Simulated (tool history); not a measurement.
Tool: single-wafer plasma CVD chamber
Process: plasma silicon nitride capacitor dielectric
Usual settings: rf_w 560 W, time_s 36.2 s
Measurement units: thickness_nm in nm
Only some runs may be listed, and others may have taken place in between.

| run | day | rf_w | time_s | read-back reference wafer on the same gauge, thickness_nm | thickness_nm |
|---|---|---|---|---|---|
| 1 | 0.000 | 560 | 30.6 | 64.584 | 47.328 |
| 2 | 2.238 | 560 | 30.6 | 64.614 | 47.275 |
|  | 3.308 | gauge calibrated |
| 3 | 4.646 | 560 | 36.2 | 64.624 | 56.110 |
| 4 | 7.329 | 560 | 36.2 | 64.571 | 55.785 |
| 5 | 9.304 | 560 | 36.2 | 64.594 | 55.113 |
| 6 | 11.021 | 590 | 32.2 | 64.641 | 50.456 |
| 7 | 12.175 | 590 | 36.2 | 64.579 | 56.467 |
| 8 | 14.825 | 590 | 36.2 | 64.627 | 56.719 |
| 9 | 16.404 | 560 | 36.2 | 64.592 | 55.108 |
| 10 | 17.512 | 560 | 36.2 | 64.529 | 55.138 |
| 11 | 26.288 | 560 | 36.2 | 64.546 | 54.905 |
| 12 | 34.083 | 560 | 36.2 | 64.561 | 55.293 |
| 13 | 35.158 | 510 | 33.2 | 64.583 | 48.537 |
| 14 | 36.567 | 560 | 36.2 | 64.604 | 55.061 |
| 15 | 39.254 | 450 | 30.0 | 64.661 | 41.450 |
|  | 40.154 | RF generator calibrated |
| 16 | 41.779 | 485 | 33.6 | 64.546 | 49.065 |
|  | 42.833 | showerhead replaced |
| 17 | 43.467 | 480 | 29.0 | 64.671 | 42.129 |
|  | 44.600 | gauge calibrated |
| 18 | 46.350 | 635 | 41.9 | 64.592 | 67.622 |
| 19 | 47.525 | 560 | 36.2 | 64.592 | 55.767 |
| 20 | 49.188 | 465 | 29.6 | 64.617 | 42.359 |
| 21 | 51.329 | 670 | 31.6 | 64.617 | 52.197 |
| 22 | 54.104 | 625 | 36.2 | 64.619 | 58.374 |
| 23 | 56.412 | 665 | 43.4 | 64.602 | 71.562 |
| 24 | 58.383 | 605 | 38.7 | 64.649 | 61.815 |
| 25 | 60.421 | 515 | 36.2 | 64.563 | 53.782 |
| 26 | 63.362 | 560 | 36.2 | 64.603 | 55.627 |
| 27 | 64.917 | 560 | 36.2 | 64.572 | 55.454 |
| 28 | 66.388 | 600 | 30.6 | 64.642 | 48.267 |

Below are 4 alternative next runs, each starting from the tool's condition after run 28. Predict each:
| A | 66.404 | 560 | 36.2 | ? | ? |
| B | 66.404 | 560 | 33.1 | ? | ? |
| C | 66.404 | 505 | 40.2 | ? | ? |
| D | 66.404 | 640 | 42.2 | ? | ? |

| run | read-back reference wafer on the same gauge, thickness_nm | thickness_nm |
|---|---|---|
| A | 64.613 | 55.667 |
| B | 64.613 | 50.900 |
| C | 64.613 | 59.360 |
| D | 64.613 | 68.267 |
With no hidden state in the tool, these same runs would have given:
| run | thickness_nm |
|---|---|
| A | 55.894 |
| B | 51.107 |
| C | 59.602 |
| D | 68.545 |
